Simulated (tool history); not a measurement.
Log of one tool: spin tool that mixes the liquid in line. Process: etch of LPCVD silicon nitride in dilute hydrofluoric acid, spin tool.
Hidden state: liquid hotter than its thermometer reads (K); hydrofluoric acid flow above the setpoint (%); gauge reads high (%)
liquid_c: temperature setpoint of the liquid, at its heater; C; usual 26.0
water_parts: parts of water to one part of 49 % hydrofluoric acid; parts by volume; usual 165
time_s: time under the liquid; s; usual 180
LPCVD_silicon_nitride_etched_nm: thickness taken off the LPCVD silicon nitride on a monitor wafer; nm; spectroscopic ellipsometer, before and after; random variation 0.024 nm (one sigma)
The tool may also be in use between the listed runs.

run     day  liquid_c  water_parts  time_s  wafers since the last listed run  hours since the thermometer was replaced  hours since the hydrofluoric acid flow meter was replaced  hours since the gauge calibration  read-back film thickness of the LPCVD silicon nitride reference wafer, read on the same gauge (nm)  LPCVD_silicon_nitride_etched_nm
  1   0.000      26.0          165     180                                 0                                      65.0                                                      233.5                              179.6                                                                                             120.003                            0.516
  2   3.546      26.0          165     180                               460                                     150.1                                                      318.6                              264.7                                                                                             119.998                            0.500
  3   5.542      26.0          165     180                               259                                     198.0                                                      366.5                              312.6                                                                                             120.042                            0.503
  4   9.321      23.0          165     180                               490                                     288.7                                                      457.2                              403.3                                                                                             120.025                            0.440
  5  13.421      23.0          165     180                               532                                     387.1                                                      555.6                              501.7                                                                                             120.014                            0.434
  6  15.521      26.0          165     180                               272                                     437.5                                                      606.0                              552.1                                                                                             119.974                            0.518
  7  18.338      26.0          165     180                               365                                     505.1                                                      673.6                              619.7                                                                                             120.021                            0.521
     25.867  -- hydrofluoric acid flow meter replaced
  8  26.450      26.0          165     180                              1047                                     699.8                                                       14.0                              814.4                                                                                             119.982                            0.516
  9  32.904      26.0          210     180                               837                                     854.7                                                      168.9                              969.3                                                                                             119.994                            0.381
 10  35.979      26.0          165     180                               399                                     928.5                                                      242.7                             1043.1                                                                                             119.987                            0.546
 11  37.988      27.5          235      95                               260                                     976.7                                                      290.9                             1091.3                                                                                             120.019                            0.214
     39.596  -- gauge calibrated
 12  42.812      23.5          125     280                               626                                    1092.5                                                      406.7                               77.2                                                                                             120.025                            0.866
 13  44.446      24.0          205     180                               212                                    1131.7                                                      445.9                              116.4                                                                                             119.978                            0.369
 14  48.292      26.0          165     180                               499                                    1224.0                                                      538.2                              208.7                                                                                             119.985                            0.484
 15  50.242      26.0          165     180                               253                                    1270.8                                                      585.0                              255.5                                                                                             120.009                            0.487
     59.350  -- hydrofluoric acid flow meter replaced
     59.933  -- thermometer replaced
 16  62.825      30.0          235     180                              1622                                      69.4                                                       83.4                              557.5                                                                                             119.997                            0.468
 17  65.167      26.0          235     220                               303                                     125.6                                                      139.6                              613.7                                                                                             120.018                            0.456
 18  67.754      26.0           95      85                               335                                     187.7                                                      201.7                              675.8                                                                                             119.992                            0.452
 19  69.425      26.0          215     115                               216                                     227.8                                                      241.8                              715.9                                                                                             119.979                            0.271
 20  72.404      27.5          165     150                               386                                     299.3                                                      313.3                              787.4                                                                                             120.016                            0.480
 21  75.883      26.0          165     180                               451                                     382.8                                                      396.8                              870.9                                                                                             120.016                            0.529

3 ways to go on from here, each from the tool as it stands after run 21. What would each give?
  A  75.904      26.0          165     180                                 2                                     383.3                                                      397.3                              871.4                                                                                                   ?                                ?
  B  75.904      28.5          165     215                                 2                                     383.3                                                      397.3                              871.4                                                                                                   ?                                ?
  C  75.904      21.5           90     180                                 2                                     383.3                                                      397.3                              871.4                                                                                                   ?                                ?

run  read-back film thickness of the LPCVD silicon nitride reference wafer, read on the same gauge (nm)  LPCVD_silicon_nitride_etched_nm
  A                                                                                             120.020                            0.532
  B                                                                                             120.020                            0.743
  C                                                                                             120.020                            0.722
Without the tool's hidden state the same runs would have given:
run  LPCVD_silicon_nitride_etched_nm
  A                            0.532
  B                            0.743
  C                            0.722
